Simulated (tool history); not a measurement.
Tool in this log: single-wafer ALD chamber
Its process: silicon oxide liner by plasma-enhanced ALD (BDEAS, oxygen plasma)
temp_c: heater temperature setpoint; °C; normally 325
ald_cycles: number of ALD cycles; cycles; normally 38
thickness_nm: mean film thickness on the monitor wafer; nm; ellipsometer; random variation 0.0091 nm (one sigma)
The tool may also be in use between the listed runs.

run	hour	temp_c	ald_cycles	wafers since the last listed run	hours since the last thermocouple change	hours since the gauge calibration	read-back reference wafer on the same gauge, thickness_nm	thickness_nm
1	0	329	38	0	1588.2	490.7	2.928	3.563
2	59.7	325	38	441	1647.9	550.4	2.929	3.597
3	88.2	325	38	210	1676.4	578.9	2.926	3.575
4	122.9	325	38	256	1711.1	613.6	2.929	3.583
5	179.3	325	38	416	1767.5	670	2.924	3.582
6	240.1	325	38	449	1828.3	730.8	2.925	3.575
7	276.3	335	38	267	1864.5	767	2.923	3.533
8	338.2	325	38	457	1926.4	828.9	2.922	3.563
9	390.3	325	38	385	1978.5	881	2.92	3.584
10	461.2	325	38	524	2049.4	951.9	2.922	3.571
11	511.2	325	38	369	2099.4	1001.9	2.92	3.578
12	543.4	315	38	238	2131.6	1034.1	2.921	3.62
13	585.2	314	42	308	2173.4	1075.9	2.919	4
# hour 636.8: thermocouple changed; heater temperature recalibrated
14	663.2	317	34	517	26.4	1153.9	2.916	3.224
15	732.6	317	34	513	95.8	1223.3	2.918	3.227
16	788.1	325	38	410	151.3	1278.8	2.92	3.566
17	830.2	339	32	311	193.4	1320.9	2.918	2.948
18	859.2	329	45	214	222.4	1349.9	2.919	4.195
19	944.2	318	44	628	307.4	1434.9	2.916	4.165
# hour 993.8: gauge calibrated
20	1044	325	38	737	407.2	50.2	2.958	3.627
21	1084.7	332	38	300	447.9	90.9	2.955	3.591
22	1134.2	325	38	365	497.4	140.4	2.949	3.618
23	1190.8	338	38	418	554	197	2.947	3.556
24	1296.1	340	32	778	659.3	302.3	2.941	2.973
25	1364.7	319	34	507	727.9	370.9	2.938	3.253
26	1389.2	334	42	181	752.4	395.4	2.937	3.919
27	1427.4	336	38	282	790.6	433.6	2.935	3.518
28	1468.4	333	32	303	831.6	474.6	2.934	2.989
29	1652.8	332	45	1363	1016	659	2.927	4.207
30	1695.2	325	34	313	1058.4	701.4	2.927	3.202

Hidden state, per run?
wafer temperature above the value expected at the setpoint (K): 0 at every run
H1: gauge reads high (%)
run	H1
1	-0.997
2	-1.06
3	-1.09
4	-1.12
5	-1.17
6	-1.22
7	-1.24
8	-1.28
9	-1.31
10	-1.34
11	-1.36
12	-1.37
13	-1.39
14	-1.41
15	-1.43
16	-1.44
17	-1.45
18	-1.46
19	-1.47
20	-0.0451
21	-0.163
22	-0.293
23	-0.426
24	-0.635
25	-0.747
26	-0.783
27	-0.836
28	-0.888
29	-1.07
30	-1.11
